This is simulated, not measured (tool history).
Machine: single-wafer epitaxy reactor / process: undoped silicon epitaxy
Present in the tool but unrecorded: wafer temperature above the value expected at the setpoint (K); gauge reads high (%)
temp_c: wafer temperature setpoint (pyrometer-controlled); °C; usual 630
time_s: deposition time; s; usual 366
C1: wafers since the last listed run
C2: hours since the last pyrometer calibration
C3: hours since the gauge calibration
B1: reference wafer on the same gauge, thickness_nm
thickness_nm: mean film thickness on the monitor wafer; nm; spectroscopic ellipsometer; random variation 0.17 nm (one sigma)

Run 1, hour 0: usual settings but time_s 384 s; C1 0; C2 1116.9; C3 739.2; B1 44.723. Result: thickness_nm 42.568 nm.
Run 2, hour 43.3: usual settings; C1 227; C2 1160.2; C3 782.5; B1 44.668. Result: thickness_nm 40.398 nm.
Run 3, hour 114.3: usual settings but time_s 404 s; C1 373; C2 1231.2; C3 853.5; B1 44.641. Result: thickness_nm 44.946 nm.
Run 4, hour 163.8: usual settings but time_s 404 s; C1 260; C2 1280.7; C3 903; B1 44.72. Result: thickness_nm 44.508 nm.
Run 5, hour 221.4: usual settings but time_s 404 s; C1 303; C2 1338.3; C3 960.6; B1 44.724. Result: thickness_nm 44.348 nm.
Run 6, hour 252.6: usual settings; C1 164; C2 1369.5; C3 991.8; B1 44.767. Result: thickness_nm 40.093 nm.
Run 7, hour 322.2: usual settings; C1 366; C2 1439.1; C3 1061.4; B1 44.76. Result: thickness_nm 40.126 nm.
Run 8, hour 355.4: usual settings; C1 174; C2 1472.3; C3 1094.6; B1 44.704. Result: thickness_nm 40.114 nm.
Run 9, hour 388.1: usual settings but temp_c 637 °C; C1 172; C2 1505; C3 1127.3; B1 44.738. Result: thickness_nm 47.016 nm.
Run 10, hour 441.6: usual settings; C1 281; C2 1558.5; C3 1180.8; B1 44.7. Result: thickness_nm 40.209 nm.
Run 11, hour 472.2: usual settings; C1 161; C2 1589.1; C3 1211.4; B1 44.717. Result: thickness_nm 39.975 nm.
Run 12, hour 517.2: usual settings but time_s 299 s; C1 236; C2 1634.1; C3 1256.4; B1 44.691. Result: thickness_nm 32.81 nm.
Run 13, hour 570.5: usual settings but temp_c 643 °C, time_s 336 s; C1 280; C2 1687.4; C3 1309.7; B1 44.68. Result: thickness_nm 49.886 nm.
At hour 617.2: gauge calibrated.
Run 14, hour 621.9: usual settings but temp_c 626 °C, time_s 426 s; C1 270; C2 1738.8; C3 4.7; B1 44.738. Result: thickness_nm 42.6 nm.
At hour 647.7: pyrometer calibrated.
Run 15, hour 656: usual settings; C1 137; C2 8.3; C3 38.8; B1 44.655. Result: thickness_nm 42.171 nm.
Run 16, hour 683: usual settings; C1 142; C2 35.3; C3 65.8; B1 44.678. Result: thickness_nm 42.148 nm.
Run 17, hour 727.4: usual settings but temp_c 642 °C, time_s 396 s; C1 233; C2 79.7; C3 110.2; B1 44.72. Result: thickness_nm 60.037 nm.
Run 18, hour 760: usual settings but temp_c 645 °C, time_s 330 s; C1 171; C2 112.3; C3 142.8; B1 44.761. Result: thickness_nm 53.436 nm.
Run 19, hour 799.5: usual settings but temp_c 622 °C, time_s 395 s; C1 207; C2 151.8; C3 182.3; B1 44.754. Result: thickness_nm 37.416 nm.
Run 20, hour 833.6: usual settings but temp_c 626 °C, time_s 388 s; C1 179; C2 185.9; C3 216.4; B1 44.648. Result: thickness_nm 40.085 nm.
Run 21, hour 878.3: usual settings but temp_c 625 °C, time_s 304 s; C1 235; C2 230.6; C3 261.1; B1 44.648. Result: thickness_nm 30.499 nm.
Run 22, hour 902.6: usual settings but temp_c 620 °C, time_s 302 s; C1 127; C2 254.9; C3 285.4; B1 44.729. Result: thickness_nm 26.893 nm.
Run 23, hour 1098.6: usual settings; C1 1031; C2 450.9; C3 481.4; B1 44.68. Result: thickness_nm 40.471 nm.

Below are 4 alternative next runs, each starting from the tool's condition after run 23. Predict each:
Run A, hour 1099.1: usual settings; C1 2; C2 451.4; C3 481.9; B1 ?. Result: thickness_nm ?.
Run B, hour 1099.1: usual settings but temp_c 645 °C, time_s 415 s; C1 2; C2 451.4; C3 481.9; B1 ?. Result: thickness_nm ?.
Run C, hour 1099.1: usual settings but temp_c 617 °C; C1 2; C2 451.4; C3 481.9; B1 ?. Result: thickness_nm ?.
Run D, hour 1099.1: usual settings but temp_c 621 °C, time_s 298 s; C1 2; C2 451.4; C3 481.9; B1 ?. Result: thickness_nm ?.

run      B1  thickness_nm
  A  44.652        40.847
  B  44.652         65.59
  C  44.652        29.918
  D  44.652        26.835
Had the tool no hidden state, the same runs would have come out as:
run  thickness_nm
  A        42.388
  B        67.981
  C        31.082
  D         27.87

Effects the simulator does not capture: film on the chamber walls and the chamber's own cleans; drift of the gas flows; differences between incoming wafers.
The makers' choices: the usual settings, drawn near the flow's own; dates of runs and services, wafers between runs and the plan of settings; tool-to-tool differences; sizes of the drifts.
